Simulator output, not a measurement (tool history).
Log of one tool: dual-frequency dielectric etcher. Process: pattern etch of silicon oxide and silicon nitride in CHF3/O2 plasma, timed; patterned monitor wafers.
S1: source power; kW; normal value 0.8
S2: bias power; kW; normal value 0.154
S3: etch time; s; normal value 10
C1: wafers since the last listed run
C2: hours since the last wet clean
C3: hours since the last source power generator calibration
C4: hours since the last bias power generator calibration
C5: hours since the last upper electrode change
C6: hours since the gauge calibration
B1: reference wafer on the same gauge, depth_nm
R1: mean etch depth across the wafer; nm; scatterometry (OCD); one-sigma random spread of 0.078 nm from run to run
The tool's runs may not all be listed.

Run 1, hour 0: usual settings but S1 0.74 kW; C1 0; C2 445.2; C3 2634; C4 2141.8; C5 63.1; C6 659.4; B1 15. Result: R1 15.1 nm.
Run 2, hour 43.4: usual settings but S1 0.74 kW; C1 860; C2 488.6; C3 2677.4; C4 2185.2; C5 106.5; C6 702.8; B1 15.02. Result: R1 15.06 nm.
Run 3, hour 71.3: usual settings; C1 553; C2 516.5; C3 2705.3; C4 2213.1; C5 134.4; C6 730.7; B1 15. Result: R1 15.58 nm.
At hour 98.6: wet clean of the chamber.
Run 4, hour 99.1: usual settings but S1 0.9 kW; C1 75; C2 0.5; C3 2733.1; C4 2240.9; C5 162.2; C6 758.5; B1 15.01. Result: R1 15.93 nm.
Run 5, hour 112.3: usual settings but S3 9 s; C1 261; C2 13.7; C3 2746.3; C4 2254.1; C5 175.4; C6 771.7; B1 15.02. Result: R1 14.02 nm.
Run 6, hour 125.5: usual settings; C1 261; C2 26.9; C3 2759.5; C4 2267.3; C5 188.6; C6 784.9; B1 15.02. Result: R1 15.39 nm.
At hour 136.6: gauge calibrated.
Run 7, hour 148.1: usual settings; C1 448; C2 49.5; C3 2782.1; C4 2289.9; C5 211.2; C6 11.5; B1 15. Result: R1 15.56 nm.
Run 8, hour 166.4: usual settings but S1 0.67 kW, S2 0.185 kW, S3 7 s; C1 362; C2 67.8; C3 2800.4; C4 2308.2; C5 229.5; C6 29.8; B1 15.01. Result: R1 10.79 nm.
Run 9, hour 179.2: usual settings but S2 0.141 kW; C1 253; C2 80.6; C3 2813.2; C4 2321; C5 242.3; C6 42.6; B1 14.98. Result: R1 15.04 nm.
Run 10, hour 201.8: usual settings but S1 0.67 kW, S2 0.185 kW, S3 7 s; C1 448; C2 103.2; C3 2835.8; C4 2343.6; C5 264.9; C6 65.2; B1 15. Result: R1 10.75 nm.
Run 11, hour 236.5: usual settings; C1 688; C2 137.9; C3 2870.5; C4 2378.3; C5 299.6; C6 99.9; B1 15. Result: R1 15.34 nm.
Run 12, hour 266.8: usual settings but S1 0.86 kW, S2 0.182 kW, S3 7 s; C1 600; C2 168.2; C3 2900.8; C4 2408.6; C5 329.9; C6 130.2; B1 15. Result: R1 11.51 nm.
At hour 275.7: bias power generator calibrated.
Run 13, hour 300.8: usual settings but S1 0.61 kW, S2 0.126 kW, S3 12.5 s; C1 594; C2 202.2; C3 2934.8; C4 25.1; C5 363.9; C6 164.2; B1 14.99. Result: R1 17 nm.
Run 14, hour 330.4: usual settings but S1 0.93 kW, S2 0.177 kW, S3 7.5 s; C1 587; C2 231.8; C3 2964.4; C4 54.7; C5 393.5; C6 193.8; B1 15.02. Result: R1 12.61 nm.
Run 15, hour 359.6: usual settings but S3 7.5 s; C1 579; C2 261; C3 2993.6; C4 83.9; C5 422.7; C6 223; B1 14.98. Result: R1 11.54 nm.
Run 16, hour 373.8: usual settings but S2 0.175 kW; C1 281; C2 275.2; C3 3007.8; C4 98.1; C5 436.9; C6 237.2; B1 14.97. Result: R1 15.95 nm.
Run 17, hour 388.7: usual settings but S1 0.7 kW, S2 0.168 kW, S3 8 s; C1 295; C2 290.1; C3 3022.7; C4 113; C5 451.8; C6 252.1; B1 15.01. Result: R1 12.14 nm.
At hour 409.5: source power generator calibrated.
Run 18, hour 424.1: usual settings but S1 0.68 kW, S3 12.5 s; C1 622; C2 325.5; C3 14.6; C4 148.4; C5 487.2; C6 287.5; B1 15.01. Result: R1 18.54 nm.
Run 19, hour 451.9: usual settings but S1 0.88 kW, S3 8.5 s; C1 551; C2 353.3; C3 42.4; C4 176.2; C5 515; C6 315.3; B1 14.97. Result: R1 13.58 nm.
Run 20, hour 480.3: usual settings but S2 0.142 kW, S3 7.5 s; C1 563; C2 381.7; C3 70.8; C4 204.6; C5 543.4; C6 343.7; B1 14.99. Result: R1 11.38 nm.
Run 21, hour 508.8: usual settings; C1 565; C2 410.2; C3 99.3; C4 233.1; C5 571.9; C6 372.2; B1 14.97. Result: R1 15.33 nm.
Run 22, hour 548.6: usual settings; C1 789; C2 450; C3 139.1; C4 272.9; C5 611.7; C6 412; B1 15.03. Result: R1 15.5 nm.
Run 23, hour 565.1: usual settings but S1 0.61 kW, S2 0.173 kW, S3 11.5 s; C1 327; C2 466.5; C3 155.6; C4 289.4; C5 628.2; C6 428.5; B1 15.02. Result: R1 16.89 nm.
Run 24, hour 598.6: usual settings but S1 0.68 kW, S2 0.178 kW; C1 664; C2 500; C3 189.1; C4 322.9; C5 661.7; C6 462; B1 15.02. Result: R1 15.26 nm.
Run 25, hour 633.8: usual settings but S2 0.18 kW; C1 698; C2 535.2; C3 224.3; C4 358.1; C5 696.9; C6 497.2; B1 15.01. Result: R1 16.16 nm.
At hour 662.6: wet clean of the chamber.
Run 26, hour 663.1: usual settings but S1 0.94 kW, S2 0.121 kW, S3 11 s; C1 105; C2 0.5; C3 253.6; C4 387.4; C5 726.2; C6 526.5; B1 15. Result: R1 16.74 nm.
Run 27, hour 667.6: usual settings but S2 0.191 kW; C1 89; C2 5; C3 258.1; C4 391.9; C5 730.7; C6 531; B1 14.99. Result: R1 16.32 nm.
Run 28, hour 680.9: usual settings but S1 0.61 kW, S2 0.18 kW, S3 8 s; C1 263; C2 18.3; C3 271.4; C4 405.2; C5 744; C6 544.3; B1 15. Result: R1 11.86 nm.
Run 29, hour 710: usual settings but S2 0.183 kW, S3 11 s; C1 577; C2 47.4; C3 300.5; C4 434.3; C5 773.1; C6 573.4; B1 15. Result: R1 17.71 nm.

Hidden condition of the tool, last listed run before each entry between runs versus first listed run after:
Runs 3 to 4: wet clean of the chamber (hour 98.6)
  nothing in the hidden state changes from one run to the other
Runs 6 to 7: gauge calibrated (hour 136.6)
  nothing in the hidden state changes from one run to the other
Runs 12 to 13: bias power generator calibrated (hour 275.7)
  nothing in the hidden state changes from one run to the other
Runs 17 to 18: source power generator calibrated (hour 409.5)
  nothing in the hidden state changes from one run to the other
Runs 25 to 26: wet clean of the chamber (hour 662.6)
  nothing in the hidden state changes from one run to the other
